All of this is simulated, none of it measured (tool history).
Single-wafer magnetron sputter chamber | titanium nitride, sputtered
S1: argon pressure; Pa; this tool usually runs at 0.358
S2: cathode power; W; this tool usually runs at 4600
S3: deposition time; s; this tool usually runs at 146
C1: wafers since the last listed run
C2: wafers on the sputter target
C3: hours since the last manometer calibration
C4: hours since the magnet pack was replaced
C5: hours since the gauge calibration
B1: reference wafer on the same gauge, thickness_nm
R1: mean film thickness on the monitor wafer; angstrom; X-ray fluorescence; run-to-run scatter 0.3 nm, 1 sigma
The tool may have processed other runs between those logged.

run 1 hour=0.0 | S1=0.358 S2=4600 S3=146 | C1=0 C2=2874 C3=1268.3 C4=6476.1 C5=249.8 | B1=106.046 | R1=1269.31
run 2 hour=72.4 | S1=0.358 S2=4600 S3=146 | C1=989 C2=3864 C3=1340.7 C4=6548.5 C5=322.2 | B1=106.001 | R1=1258.96
run 3 hour=133.4 | S1=0.358 S2=4600 S3=146 | C1=833 C2=4697 C3=1401.7 C4=6609.5 C5=383.2 | B1=106.041 | R1=1263.75
run 4 hour=193.8 | S1=0.358 S2=4600 S3=146 | C1=825 C2=5523 C3=1462.1 C4=6669.9 C5=443.6 | B1=106.001 | R1=1262.38
run 5 hour=293.3 | S1=0.358 S2=4600 S3=146 | C1=1359 C2=6882 C3=1561.6 C4=6769.4 C5=543.1 | B1=105.963 | R1=1259.46
-- hour=338.9 sputter target and shields replaced
run 6 hour=339.4 | S1=0.358 S2=4600 S3=146 | C1=520 C2=6 C3=1607.7 C4=6815.5 C5=589.2 | B1=106.049 | R1=1292.13
run 7 hour=401.0 | S1=0.358 S2=4600 S3=146 | C1=841 C2=848 C3=1669.3 C4=6877.1 C5=650.8 | B1=106.015 | R1=1285.23
run 8 hour=493.7 | S1=0.358 S2=4600 S3=146 | C1=1266 C2=2114 C3=1762.0 C4=6969.8 C5=743.5 | B1=106.018 | R1=1277.76
-- hour=572.4 capacitance manometer re-zeroed and calibrated
-- hour=684.0 magnet pack replaced
run 9 hour=715.4 | S1=0.358 S2=4600 S3=135 | C1=2810 C2=4925 C3=143.0 C4=31.4 C5=965.2 | B1=105.907 | R1=1153.36
run 10 hour=789.3 | S1=0.420 S2=4150 S3=154 | C1=1009 C2=5935 C3=216.9 C4=105.3 C5=1039.1 | B1=105.876 | R1=1203.97
-- hour=818.6 sputter target and shields replaced
-- hour=845.3 gauge calibrated
run 11 hour=885.8 | S1=0.490 S2=5400 S3=146 | C1=1209 C2=918 C3=313.4 C4=201.8 C5=40.5 | B1=105.935 | R1=1385.73
run 12 hour=971.5 | S1=0.358 S2=4600 S3=146 | C1=1171 C2=2089 C3=399.1 C4=287.5 C5=126.2 | B1=106.024 | R1=1264.79
run 13 hour=1030.8 | S1=0.497 S2=5250 S3=124 | C1=810 C2=2899 C3=458.4 C4=346.8 C5=185.5 | B1=105.965 | R1=1143.67
run 14 hour=1137.1 | S1=0.302 S2=4600 S3=146 | C1=1452 C2=4352 C3=564.7 C4=453.1 C5=291.8 | B1=106.037 | R1=1275.55

Predict the results of run 15:
-- hour=1360.9 sputter target and shields replaced
run 15 hour=1431.0 | S1=0.417 S2=3700 S3=118 | C1=3906 C2=958 C3=858.6 C4=747.0 C5=585.7 | B1=? | R1=?

{"run 15": {"B1": 106.032, "R1": 874.18}}
The same run, on a tool lacking any hidden state, would have yielded R1 880.62 angstrom.

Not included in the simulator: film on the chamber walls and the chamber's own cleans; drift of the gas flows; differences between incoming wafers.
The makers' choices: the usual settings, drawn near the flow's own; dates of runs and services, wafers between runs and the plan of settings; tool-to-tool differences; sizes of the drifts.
